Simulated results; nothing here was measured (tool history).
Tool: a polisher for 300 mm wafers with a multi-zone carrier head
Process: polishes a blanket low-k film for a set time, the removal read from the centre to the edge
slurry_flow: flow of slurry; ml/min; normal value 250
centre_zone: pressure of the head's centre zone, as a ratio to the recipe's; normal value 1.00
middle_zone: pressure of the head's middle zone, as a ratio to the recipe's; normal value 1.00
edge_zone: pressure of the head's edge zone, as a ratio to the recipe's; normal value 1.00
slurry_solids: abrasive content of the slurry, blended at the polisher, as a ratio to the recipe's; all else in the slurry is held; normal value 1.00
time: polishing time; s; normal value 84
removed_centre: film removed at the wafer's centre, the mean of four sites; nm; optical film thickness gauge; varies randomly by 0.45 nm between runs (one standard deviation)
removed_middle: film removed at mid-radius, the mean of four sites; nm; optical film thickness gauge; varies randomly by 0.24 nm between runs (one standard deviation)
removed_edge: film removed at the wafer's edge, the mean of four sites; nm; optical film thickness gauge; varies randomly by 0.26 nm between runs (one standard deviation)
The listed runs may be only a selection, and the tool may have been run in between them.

| run | hour | slurry_flow | centre_zone | middle_zone | edge_zone | slurry_solids | time | wafers since the last listed run | wafers polished on this pad | hours since the slurry nozzle was cleaned | hours since the centre zone pressure was calibrated | hours since the edge zone pressure was calibrated | hours since the carrier head's membrane was replaced | incoming thickness of the incoming film, nm | removed_centre | removed_middle | removed_edge |
|---|---|---|---|---|---|---|---|---|---|---|---|---|---|---|---|---|---|
| 1 | 0.0 | 250 | 1.00 | 1.00 | 1.03 | 1.00 | 71 | 0 | 2780 | 680.4 | 237.8 | 1651.5 | 859.3 | 676.1 | 26.8 | 28.7 | 28.3 |
|  | 17.3 | slurry nozzle cleaned |
|  | 18.9 | edge zone pressure recalibrated |
|  | 54.5 | worn pad replaced by a new one |
|  | 105.1 | carrier head's membrane replaced by a new one |
| 2 | 107.5 | 250 | 1.00 | 1.00 | 1.00 | 1.00 | 94 | 627 | 313 | 90.2 | 345.3 | 88.6 | 2.4 | 676.2 | 35.9 | 37.1 | 38.2 |
| 3 | 156.3 | 250 | 1.00 | 1.00 | 1.00 | 1.00 | 94 | 319 | 632 | 139.0 | 394.1 | 137.4 | 51.2 | 671.1 | 36.0 | 37.3 | 37.2 |
| 4 | 250.9 | 250 | 1.00 | 1.00 | 1.00 | 1.00 | 94 | 618 | 1251 | 233.6 | 488.7 | 232.0 | 145.8 | 686.6 | 36.3 | 37.6 | 37.8 |
| 5 | 321.8 | 250 | 1.00 | 1.04 | 1.00 | 1.00 | 84 | 463 | 1715 | 304.5 | 559.6 | 302.9 | 216.7 | 681.4 | 31.6 | 34.8 | 33.6 |
| 6 | 427.1 | 250 | 1.00 | 1.04 | 1.00 | 1.00 | 84 | 688 | 2403 | 409.8 | 664.9 | 408.2 | 322.0 | 682.6 | 32.4 | 34.8 | 33.3 |
| 7 | 469.0 | 250 | 1.12 | 1.00 | 1.00 | 0.90 | 84 | 274 | 2677 | 451.7 | 706.8 | 450.1 | 363.9 | 665.9 | 34.4 | 31.3 | 31.5 |
|  | 482.6 | worn pad replaced by a new one |
| 8 | 563.2 | 250 | 1.00 | 1.00 | 1.00 | 1.00 | 84 | 589 | 527 | 545.9 | 801.0 | 544.3 | 458.1 | 682.1 | 32.3 | 33.4 | 33.6 |
|  | 682.5 | slurry nozzle cleaned |
|  | 710.2 | centre zone pressure recalibrated |
| 9 | 765.6 | 195 | 1.00 | 1.00 | 1.00 | 1.15 | 84 | 1304 | 1831 | 83.1 | 55.4 | 746.7 | 660.5 | 685.0 | 32.9 | 35.0 | 34.9 |
| 10 | 868.1 | 250 | 1.00 | 1.12 | 0.95 | 0.80 | 97 | 670 | 2501 | 185.6 | 157.9 | 849.2 | 763.0 | 684.6 | 33.2 | 37.8 | 33.5 |
| 11 | 905.0 | 315 | 1.00 | 1.00 | 1.07 | 1.00 | 72 | 241 | 2742 | 222.5 | 194.8 | 886.1 | 799.9 | 683.5 | 27.8 | 29.6 | 30.6 |
|  | 914.4 | worn pad replaced by a new one |
| 12 | 944.0 | 250 | 1.00 | 1.05 | 0.90 | 1.00 | 84 | 228 | 193 | 261.5 | 233.8 | 925.1 | 838.9 | 671.1 | 32.3 | 34.5 | 32.2 |
| 13 | 999.0 | 195 | 1.00 | 1.00 | 1.00 | 1.15 | 84 | 359 | 553 | 316.5 | 288.8 | 980.1 | 893.9 | 675.9 | 33.7 | 34.7 | 34.4 |
|  | 1090.4 | carrier head's membrane replaced by a new one |
| 14 | 1091.0 | 250 | 1.00 | 1.00 | 1.00 | 1.00 | 84 | 568 | 1122 | 408.5 | 380.8 | 1072.1 | 0.6 | 673.1 | 33.4 | 33.3 | 33.8 |
| 15 | 1194.1 | 250 | 1.00 | 0.91 | 1.05 | 1.00 | 105 | 674 | 1796 | 511.6 | 483.9 | 1175.2 | 103.7 | 672.7 | 40.6 | 39.2 | 42.6 |
| 16 | 1251.4 | 300 | 1.00 | 1.00 | 1.00 | 1.00 | 84 | 374 | 2171 | 568.9 | 541.2 | 1232.5 | 161.0 | 685.0 | 33.8 | 34.5 | 34.4 |
|  | 1299.4 | worn pad replaced by a new one |
| 17 | 1353.1 | 250 | 1.00 | 0.91 | 0.96 | 1.00 | 76 | 638 | 351 | 670.6 | 642.9 | 1334.2 | 262.7 | 671.8 | 29.5 | 28.0 | 29.6 |
| 18 | 1396.4 | 300 | 0.94 | 0.96 | 0.92 | 1.00 | 84 | 283 | 634 | 713.9 | 686.2 | 1377.5 | 306.0 | 677.4 | 30.9 | 33.0 | 32.7 |
|  | 1416.4 | slurry nozzle cleaned |
| 19 | 1439.7 | 285 | 1.00 | 1.00 | 1.00 | 1.00 | 84 | 276 | 911 | 23.3 | 729.5 | 1420.8 | 349.3 | 681.6 | 32.3 | 33.9 | 33.8 |
| 20 | 1523.0 | 220 | 1.00 | 0.88 | 1.00 | 1.00 | 84 | 544 | 1455 | 106.6 | 812.8 | 1504.1 | 432.6 | 676.2 | 32.1 | 29.8 | 33.2 |

5 ways to go on from here, each from the tool as it stands after run 20. What would each give?
| A | 1523.5 | 250 | 1.00 | 1.00 | 1.00 | 1.00 | 84 | 3 | 1459 | 107.1 | 813.3 | 1504.6 | 433.1 | 667.9 | ? | ? | ? |
| B | 1523.5 | 185 | 1.00 | 0.91 | 1.00 | 1.00 | 84 | 3 | 1459 | 107.1 | 813.3 | 1504.6 | 433.1 | 667.9 | ? | ? | ? |
| C | 1523.5 | 330 | 1.00 | 1.00 | 0.96 | 1.00 | 84 | 3 | 1459 | 107.1 | 813.3 | 1504.6 | 433.1 | 667.9 | ? | ? | ? |
| D | 1523.5 | 250 | 1.00 | 0.90 | 1.00 | 1.00 | 55 | 3 | 1459 | 107.1 | 813.3 | 1504.6 | 433.1 | 667.9 | ? | ? | ? |
| E | 1523.5 | 250 | 0.89 | 0.92 | 1.00 | 0.80 | 84 | 3 | 1459 | 107.1 | 813.3 | 1504.6 | 433.1 | 667.9 | ? | ? | ? |

| run | removed_centre | removed_middle | removed_edge |
|---|---|---|---|
| A | 32.3 | 33.3 | 33.6 |
| B | 30.6 | 29.5 | 32.5 |
| C | 33.4 | 34.4 | 33.7 |
| D | 21.1 | 20.1 | 22.0 |
| E | 25.5 | 27.8 | 29.9 |
Take away the tool's hidden state, keep each run's random variation, and the runs would have read:
| run | removed_centre | removed_middle | removed_edge |
|---|---|---|---|
| A | 32.3 | 33.3 | 33.6 |
| B | 30.6 | 29.5 | 32.5 |
| C | 33.4 | 34.4 | 33.7 |
| D | 21.1 | 20.1 | 22.0 |
| E | 25.5 | 27.8 | 29.9 |
